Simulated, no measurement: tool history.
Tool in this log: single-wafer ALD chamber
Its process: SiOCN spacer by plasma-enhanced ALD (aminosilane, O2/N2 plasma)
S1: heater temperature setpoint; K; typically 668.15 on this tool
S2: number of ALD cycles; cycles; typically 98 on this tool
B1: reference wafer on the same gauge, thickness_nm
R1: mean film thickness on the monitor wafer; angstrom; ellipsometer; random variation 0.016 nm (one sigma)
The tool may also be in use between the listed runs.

{"run": 1, "hour": 0.0, "S1": 668.15, "S2": 90, "B1": 5.478, "R1": 56.77}
{"run": 2, "hour": 8.7, "S1": 668.15, "S2": 90, "B1": 5.477, "R1": 56.79}
{"run": 3, "hour": 19.3, "S1": 668.15, "S2": 90, "B1": 5.472, "R1": 56.53}
{"run": 4, "hour": 31.8, "S1": 679.15, "S2": 98, "B1": 5.472, "R1": 60.24}
{"run": 5, "hour": 45.8, "S1": 668.15, "S2": 110, "B1": 5.469, "R1": 69.17}
{"run": 6, "hour": 54.8, "S1": 668.15, "S2": 110, "B1": 5.47, "R1": 69.05}
{"run": 7, "hour": 63.7, "S1": 668.15, "S2": 98, "B1": 5.461, "R1": 61.5}
{"run": 8, "hour": 76.1, "S1": 668.15, "S2": 98, "B1": 5.46, "R1": 61.49}
{"run": 9, "hour": 90.2, "S1": 668.15, "S2": 98, "B1": 5.461, "R1": 61.32}
{"run": 10, "hour": 102.9, "S1": 668.15, "S2": 98, "B1": 5.46, "R1": 61.64}
{"run": 11, "hour": 113.8, "S1": 668.15, "S2": 98, "B1": 5.456, "R1": 61.82}
{"run": 12, "hour": 122.4, "S1": 668.15, "S2": 98, "B1": 5.454, "R1": 61.76}
{"run": 13, "hour": 131.4, "S1": 668.15, "S2": 98, "B1": 5.456, "R1": 61.38}
{"run": 14, "hour": 144.0, "S1": 668.15, "S2": 106, "B1": 5.455, "R1": 66.63}
{"run": 15, "hour": 159.5, "S1": 675.15, "S2": 98, "B1": 5.452, "R1": 60.86}
{"run": 16, "hour": 173.7, "S1": 668.15, "S2": 110, "B1": 5.458, "R1": 68.89}
{"hour": 187.4, "done": "thermocouple changed; heater temperature recalibrated"}
{"run": 17, "hour": 187.9, "S1": 668.15, "S2": 98, "B1": 5.454, "R1": 61.44}
{"run": 18, "hour": 193.3, "S1": 659.15, "S2": 90, "B1": 5.448, "R1": 56.11}
{"run": 19, "hour": 206.5, "S1": 668.15, "S2": 98, "B1": 5.458, "R1": 61.57}
{"hour": 212.6, "done": "gauge calibrated"}
{"run": 20, "hour": 216.3, "S1": 668.15, "S2": 86, "B1": 5.523, "R1": 54.74}
{"run": 21, "hour": 231.6, "S1": 677.15, "S2": 98, "B1": 5.509, "R1": 61.13}
{"run": 22, "hour": 269.3, "S1": 682.15, "S2": 104, "B1": 5.496, "R1": 63.86}
{"run": 23, "hour": 275.8, "S1": 679.15, "S2": 81, "B1": 5.488, "R1": 49.95}
{"run": 24, "hour": 292.4, "S1": 668.15, "S2": 98, "B1": 5.484, "R1": 62.03}
{"run": 25, "hour": 332.9, "S1": 668.15, "S2": 98, "B1": 5.468, "R1": 61.83}
{"run": 26, "hour": 342.8, "S1": 668.15, "S2": 115, "B1": 5.476, "R1": 72.72}
{"run": 27, "hour": 352.2, "S1": 668.15, "S2": 118, "B1": 5.463, "R1": 73.97}

Forecast each of these 5 alternatives for the next run:
{"run": "A", "hour": 352.8, "S1": 656.15, "S2": 98, "B1": "?", "R1": "?"}
{"run": "B", "hour": 352.8, "S1": 661.15, "S2": 105, "B1": "?", "R1": "?"}
{"run": "C", "hour": 352.8, "S1": 676.15, "S2": 104, "B1": "?", "R1": "?"}
{"run": "D", "hour": 352.8, "S1": 678.15, "S2": 92, "B1": "?", "R1": "?"}
{"run": "E", "hour": 352.8, "S1": 673.15, "S2": 98, "B1": "?", "R1": "?"}

run=A B1=5.464 R1=61.59
run=B B1=5.464 R1=65.99
run=C B1=5.464 R1=64.56
run=D B1=5.464 R1=56.71
run=E B1=5.464 R1=61.46
Had the tool no hidden state, the same runs would have come out as:
run=A R1=62.45
run=B R1=66.91
run=C R1=65.45
run=D R1=57.50
run=E R1=62.32

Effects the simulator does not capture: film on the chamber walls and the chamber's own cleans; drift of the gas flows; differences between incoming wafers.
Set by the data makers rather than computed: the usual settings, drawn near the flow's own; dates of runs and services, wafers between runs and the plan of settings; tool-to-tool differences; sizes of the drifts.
